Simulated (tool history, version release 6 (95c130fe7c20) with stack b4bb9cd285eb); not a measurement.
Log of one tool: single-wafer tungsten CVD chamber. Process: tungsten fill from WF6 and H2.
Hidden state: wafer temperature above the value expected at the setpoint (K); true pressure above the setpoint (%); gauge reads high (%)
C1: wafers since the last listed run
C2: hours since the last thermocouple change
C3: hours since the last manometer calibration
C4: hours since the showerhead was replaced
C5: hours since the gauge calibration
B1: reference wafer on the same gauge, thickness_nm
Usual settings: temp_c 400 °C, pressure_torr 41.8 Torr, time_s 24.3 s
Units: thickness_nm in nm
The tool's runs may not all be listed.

run 1 hour=0 | temp_c=407 pressure_torr=41.8 time_s=24.3 | C1=0 C2=907.8 C3=2735.6 C4=2891.4 C5=2090.4 | B1=76.496 | thickness_nm=88.382
run 2 hour=76.6 | temp_c=407 pressure_torr=41.8 time_s=24.3 | C1=2092 C2=984.4 C3=2812.2 C4=2968 C5=2167 | B1=76.53 | thickness_nm=88.329
run 3 hour=156.4 | temp_c=407 pressure_torr=41.8 time_s=24.3 | C1=2179 C2=1064.2 C3=2892 C4=3047.8 C5=2246.8 | B1=76.489 | thickness_nm=88.594
run 4 hour=221.6 | temp_c=411 pressure_torr=36.2 time_s=24.3 | C1=1780 C2=1129.4 C3=2957.2 C4=3113 C5=2312 | B1=76.498 | thickness_nm=89.195
run 5 hour=299 | temp_c=411 pressure_torr=36.2 time_s=24.3 | C1=2114 C2=1206.8 C3=3034.6 C4=3190.4 C5=2389.4 | B1=76.542 | thickness_nm=88.5
-- hour=311.7 gauge calibrated
run 6 hour=405.7 | temp_c=394 pressure_torr=41.8 time_s=24.3 | C1=2914 C2=1313.5 C3=3141.3 C4=3297.1 C5=94 | B1=76.52 | thickness_nm=71.901
-- hour=431 capacitance manometer re-zeroed and calibrated
-- hour=450.7 thermocouple changed; heater temperature recalibrated
run 7 hour=486.5 | temp_c=394 pressure_torr=41.8 time_s=24.3 | C1=1769 C2=35.8 C3=55.5 C4=3377.9 C5=174.8 | B1=76.494 | thickness_nm=71.966
run 8 hour=546.5 | temp_c=400 pressure_torr=41.8 time_s=24.3 | C1=1638 C2=95.8 C3=115.5 C4=3437.9 C5=234.8 | B1=76.518 | thickness_nm=79.12
run 9 hour=624.6 | temp_c=400 pressure_torr=41.8 time_s=24.3 | C1=2133 C2=173.9 C3=193.6 C4=3516 C5=312.9 | B1=76.487 | thickness_nm=79.009
-- hour=711.8 showerhead replaced
run 10 hour=731.6 | temp_c=400 pressure_torr=41.8 time_s=25.4 | C1=2704 C2=280.9 C3=300.6 C4=19.8 C5=419.9 | B1=76.484 | thickness_nm=82.834
run 11 hour=786.2 | temp_c=400 pressure_torr=41.8 time_s=24.3 | C1=1491 C2=335.5 C3=355.2 C4=74.4 C5=474.5 | B1=76.494 | thickness_nm=79.23
run 12 hour=871.1 | temp_c=400 pressure_torr=41.8 time_s=24.3 | C1=2318 C2=420.4 C3=440.1 C4=159.3 C5=559.4 | B1=76.513 | thickness_nm=79.131
run 13 hour=1142.4 | temp_c=400 pressure_torr=34.3 time_s=24.3 | C1=7410 C2=691.7 C3=711.4 C4=430.6 C5=830.7 | B1=76.508 | thickness_nm=73.364
run 14 hour=1228.6 | temp_c=406 pressure_torr=34 time_s=28.9 | C1=2354 C2=777.9 C3=797.6 C4=516.8 C5=916.9 | B1=76.484 | thickness_nm=95.738
run 15 hour=1331.2 | temp_c=400 pressure_torr=41.8 time_s=24.3 | C1=2802 C2=880.5 C3=900.2 C4=619.4 C5=1019.5 | B1=76.493 | thickness_nm=79.536
run 16 hour=1417 | temp_c=400 pressure_torr=41.8 time_s=20.5 | C1=2343 C2=966.3 C3=986 C4=705.2 C5=1105.3 | B1=76.492 | thickness_nm=66.796
run 17 hour=1513.5 | temp_c=400 pressure_torr=41.8 time_s=24.3 | C1=2635 C2=1062.8 C3=1082.5 C4=801.7 C5=1201.8 | B1=76.485 | thickness_nm=79.369
run 18 hour=1561.8 | temp_c=400 pressure_torr=47.7 time_s=28.7 | C1=1319 C2=1111.1 C3=1130.8 C4=850 C5=1250.1 | B1=76.532 | thickness_nm=98.775
run 19 hour=1665.9 | temp_c=413 pressure_torr=34.1 time_s=19.8 | C1=2843 C2=1215.2 C3=1234.9 C4=954.1 C5=1354.2 | B1=76.502 | thickness_nm=72.754
run 20 hour=1739.7 | temp_c=396 pressure_torr=41.8 time_s=20.1 | C1=2015 C2=1289 C3=1308.7 C4=1027.9 C5=1428 | B1=76.492 | thickness_nm=61.635
-- hour=1794.4 thermocouple changed; heater temperature recalibrated
run 21 hour=1807.9 | temp_c=390 pressure_torr=47.7 time_s=20.1 | C1=1644 C2=13.5 C3=1376.9 C4=1096.1 C5=1496.2 | B1=76.523 | thickness_nm=58.521
run 22 hour=1884.6 | temp_c=395 pressure_torr=41.8 time_s=24.3 | C1=2094 C2=90.2 C3=1453.6 C4=1172.8 C5=1572.9 | B1=76.469 | thickness_nm=73
run 23 hour=1963.9 | temp_c=391 pressure_torr=41.8 time_s=24.3 | C1=2165 C2=169.5 C3=1532.9 C4=1252.1 C5=1652.2 | B1=76.496 | thickness_nm=68.229
run 24 hour=2005.6 | temp_c=405 pressure_torr=34.6 time_s=27.8 | C1=1138 C2=211.2 C3=1574.6 C4=1293.8 C5=1693.9 | B1=76.509 | thickness_nm=91.434
run 25 hour=2080.4 | temp_c=390 pressure_torr=38.3 time_s=25.6 | C1=2043 C2=286 C3=1649.4 C4=1368.6 C5=1768.7 | B1=76.498 | thickness_nm=68.548
run 26 hour=2156 | temp_c=388 pressure_torr=38.3 time_s=20.5 | C1=2064 C2=361.6 C3=1725 C4=1444.2 C5=1844.3 | B1=76.5 | thickness_nm=52.87
-- hour=2186.5 gauge calibrated
run 27 hour=2240 | temp_c=411 pressure_torr=41.8 time_s=27.2 | C1=2294 C2=445.6 C3=1809 C4=1528.2 C5=53.5 | B1=76.468 | thickness_nm=105.558
run 28 hour=2308.6 | temp_c=407 pressure_torr=38.8 time_s=20.6 | C1=1873 C2=514.2 C3=1877.6 C4=1596.8 C5=122.1 | B1=76.521 | thickness_nm=72.702
run 29 hour=2351.9 | temp_c=400 pressure_torr=41.8 time_s=24.3 | C1=1182 C2=557.5 C3=1920.9 C4=1640.1 C5=165.4 | B1=76.518 | thickness_nm=79.444
run 30 hour=2632.2 | temp_c=400 pressure_torr=37.1 time_s=24.3 | C1=7656 C2=837.8 C3=2201.2 C4=1920.4 C5=445.7 | B1=76.488 | thickness_nm=75.575
run 31 hour=2708.6 | temp_c=408 pressure_torr=51.9 time_s=29 | C1=2086 C2=914.2 C3=2277.6 C4=1996.8 C5=522.1 | B1=76.486 | thickness_nm=116.98
run 32 hour=2779.7 | temp_c=400 pressure_torr=50.3 time_s=24.3 | C1=1942 C2=985.3 C3=2348.7 C4=2067.9 C5=593.2 | B1=76.506 | thickness_nm=85.407
run 33 hour=2827.8 | temp_c=391 pressure_torr=46.2 time_s=28.3 | C1=1313 C2=1033.4 C3=2396.8 C4=2116 C5=641.3 | B1=76.535 | thickness_nm=82.817
run 34 hour=2889.4 | temp_c=404 pressure_torr=34.6 time_s=26.8 | C1=1682 C2=1095 C3=2458.4 C4=2177.6 C5=702.9 | B1=76.493 | thickness_nm=86.111
run 35 hour=2940.4 | temp_c=400 pressure_torr=36.6 time_s=24.3 | C1=1392 C2=1146 C3=2509.4 C4=2228.6 C5=753.9 | B1=76.479 | thickness_nm=75.158

Hidden state at the last listed run before each entry between runs and at the first one after, where it differs:
Between runs 5 and 6: gauge calibrated (hour 311.7)
  no hidden state differs between the two runs
Between runs 6 and 7: capacitance manometer re-zeroed and calibrated (hour 431); thermocouple changed; heater temperature recalibrated (hour 450.7)
  no hidden state differs between the two runs
Between runs 9 and 10: showerhead replaced (hour 711.8)
  no hidden state differs between the two runs
Between runs 20 and 21: thermocouple changed; heater temperature recalibrated (hour 1794.4)
  no hidden state differs between the two runs
Between runs 26 and 27: gauge calibrated (hour 2186.5)
  no hidden state differs between the two runs
